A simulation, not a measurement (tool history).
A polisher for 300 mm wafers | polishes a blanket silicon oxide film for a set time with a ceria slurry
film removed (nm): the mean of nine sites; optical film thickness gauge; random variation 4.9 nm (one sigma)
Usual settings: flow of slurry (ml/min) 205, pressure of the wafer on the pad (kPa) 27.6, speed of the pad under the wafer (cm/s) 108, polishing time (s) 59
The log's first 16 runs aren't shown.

run	day	flow of slurry (ml/min)	pressure of the wafer on the pad (kPa)	speed of the pad under the wafer (cm/s)	polishing time (s)	wafers since the last listed run	wafers polished on this pad	hours since the slurry nozzle was cleaned	hours since the head pressure was calibrated	incoming thickness of the incoming film, nm	film removed (nm)
17	9.512	205	27.6	108	59	62	237	104.7	544.6	1895.0	424.8
18	9.783	205	27.6	108	59	50	287	111.2	551.1	1866.9	417.5
19	10.221	205	27.6	108	59	81	369	121.7	561.6	1865.4	426.4
20	10.542	205	27.6	108	59	59	428	129.4	569.3	1904.8	426.6
# day 11.258: head pressure recalibrated
21	11.279	170	27.6	124	59	121	550	147.1	0.5	1878.1	428.1
22	11.462	205	27.6	138	52	34	584	151.5	4.9	1847.3	425.1
23	11.967	270	22.8	142	53	93	678	163.6	17.0	1871.2	410.5
24	12.350	260	19.3	108	68	71	749	172.8	26.2	1852.3	382.7
25	12.750	205	27.6	108	59	74	824	182.4	35.8	1884.5	401.5
26	13.229	250	27.6	78	79	89	913	193.9	47.3	1855.3	436.4
27	13.504	205	27.6	108	59	51	964	200.5	53.9	1912.8	397.5
28	13.925	205	34.5	108	45	78	1043	210.6	64.0	1857.9	353.5
# day 14.179: worn pad replaced by a new one
29	14.342	155	33.1	108	59	46	30	220.6	74.0	1852.6	434.8
30	14.692	205	31.0	82	65	65	95	229.0	82.4	1870.2	390.8
31	15.112	205	27.6	108	59	78	174	239.1	92.5	1901.6	407.0
32	15.388	240	22.8	132	49	51	225	245.7	99.1	1870.8	348.6
33	15.692	265	34.5	90	51	56	281	253.0	106.4	1868.3	369.6
# day 15.896: slurry nozzle cleaned
34	16.367	155	27.6	108	59	117	399	11.3	122.6	1881.8	387.4

Forecast each of these 5 alternatives for the next run:
A	16.383	205	27.6	108	59	3	402	11.7	123.0	1871.5	?
B	16.383	205	35.9	144	79	3	402	11.7	123.0	1871.5	?
C	16.383	235	30.3	74	77	3	402	11.7	123.0	1871.5	?
D	16.383	205	27.6	108	46	3	402	11.7	123.0	1871.5	?
E	16.383	145	22.1	108	46	3	402	11.7	123.0	1871.5	?

run	film removed (nm)
A	402.8
B	810.7
C	429.9
D	314.1
E	257.7
Without the tool's hidden state the same runs would have given:
run	film removed (nm)
A	388.9
B	782.7
C	415.1
D	303.2
E	248.8
